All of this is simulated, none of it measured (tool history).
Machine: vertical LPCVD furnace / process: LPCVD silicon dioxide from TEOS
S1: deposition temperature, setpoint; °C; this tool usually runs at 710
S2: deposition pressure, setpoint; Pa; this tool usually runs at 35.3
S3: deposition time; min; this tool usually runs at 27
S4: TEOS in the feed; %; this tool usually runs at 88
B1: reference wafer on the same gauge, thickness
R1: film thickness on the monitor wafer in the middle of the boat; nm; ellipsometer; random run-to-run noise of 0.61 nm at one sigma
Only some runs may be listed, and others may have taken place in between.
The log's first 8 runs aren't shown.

-- hour=222.9 thermocouples replaced and temperature profile calibrated
run 9 hour=224.6 | S1=710 S2=33.3 S3=24 S4=88 | B1=240.83 | R1=281.03
run 10 hour=245.7 | S1=710 S2=35.3 S3=27 S4=77 | B1=240.96 | R1=304.78
run 11 hour=266.1 | S1=710 S2=35.3 S3=27 S4=88 | B1=240.91 | R1=325.59
run 12 hour=339.9 | S1=710 S2=35.3 S3=27 S4=88 | B1=240.91 | R1=326.37
-- hour=366.1 gauge calibrated
-- hour=383.5 TEOS flow controller replaced
run 13 hour=384 | S1=710 S2=35.3 S3=27 S4=88 | B1=240.96 | R1=325.43
-- hour=412.7 thermocouples replaced and temperature profile calibrated, repeated, since the last time left the tool worse
run 14 hour=413.2 | S1=710 S2=35.3 S3=27 S4=88 | B1=240.88 | R1=290.36
run 15 hour=437.4 | S1=707 S2=35.3 S3=27 S4=97 | B1=240.99 | R1=285.43
run 16 hour=461.5 | S1=710 S2=35.3 S3=27 S4=88 | B1=240.98 | R1=292.47
run 17 hour=477.8 | S1=710 S2=26.7 S3=27 S4=88 | B1=241 | R1=253.59
-- hour=520.7 pressure gauge zeroed
run 18 hour=521.2 | S1=707 S2=35.3 S3=27 S4=97 | B1=240.89 | R1=285.84
run 19 hour=525.2 | S1=715 S2=28.7 S3=35 S4=96 | B1=240.89 | R1=399.94
run 20 hour=550.6 | S1=710 S2=35.3 S3=27 S4=88 | B1=240.79 | R1=292.94
run 21 hour=564.2 | S1=722 S2=43.3 S3=16.5 S4=97 | B1=241 | R1=271.99
run 22 hour=576.6 | S1=698 S2=32.7 S3=37.5 S4=93 | B1=240.94 | R1=304.91
run 23 hour=594.8 | S1=699 S2=38 S3=27 S4=73 | B1=240.91 | R1=214.12
run 24 hour=617 | S1=715 S2=28 S3=34.5 S4=93 | B1=240.83 | R1=382.75
run 25 hour=630.1 | S1=720 S2=35.3 S3=16.5 S4=96 | B1=241.03 | R1=233.72
run 26 hour=691.7 | S1=710 S2=35.3 S3=27 S4=88 | B1=241 | R1=292.35
run 27 hour=719.2 | S1=707 S2=35.3 S3=27 S4=97 | B1=241.05 | R1=287.11
run 28 hour=748.7 | S1=704 S2=35.3 S3=23 S4=97 | B1=241.05 | R1=228.38
run 29 hour=780.1 | S1=710 S2=35.3 S3=27 S4=88 | B1=240.93 | R1=293.05
run 30 hour=802.2 | S1=710 S2=35.3 S3=35 S4=88 | B1=241.06 | R1=379.68
run 31 hour=826 | S1=710 S2=35.3 S3=27 S4=88 | B1=241.09 | R1=292.8
run 32 hour=850.4 | S1=710 S2=42 S3=27 S4=88 | B1=241.14 | R1=320.11

3 ways to go on from here, each from the tool as it stands after run 32. What would each give?
run A hour=854.6 | S1=710 S2=35.3 S3=27 S4=88 | B1=? | R1=?
run B hour=854.6 | S1=720 S2=39.3 S3=27 S4=88 | B1=? | R1=?
run C hour=854.6 | S1=710 S2=44 S3=27 S4=88 | B1=? | R1=?

run=A B1=240.95 R1=291.98
run=B B1=240.95 R1=385.89
run=C B1=240.95 R1=325.83
Without the tool's unlogged condition, the same runs would have read:
run=A R1=288.25
run=B R1=381.06
run=C R1=321.67
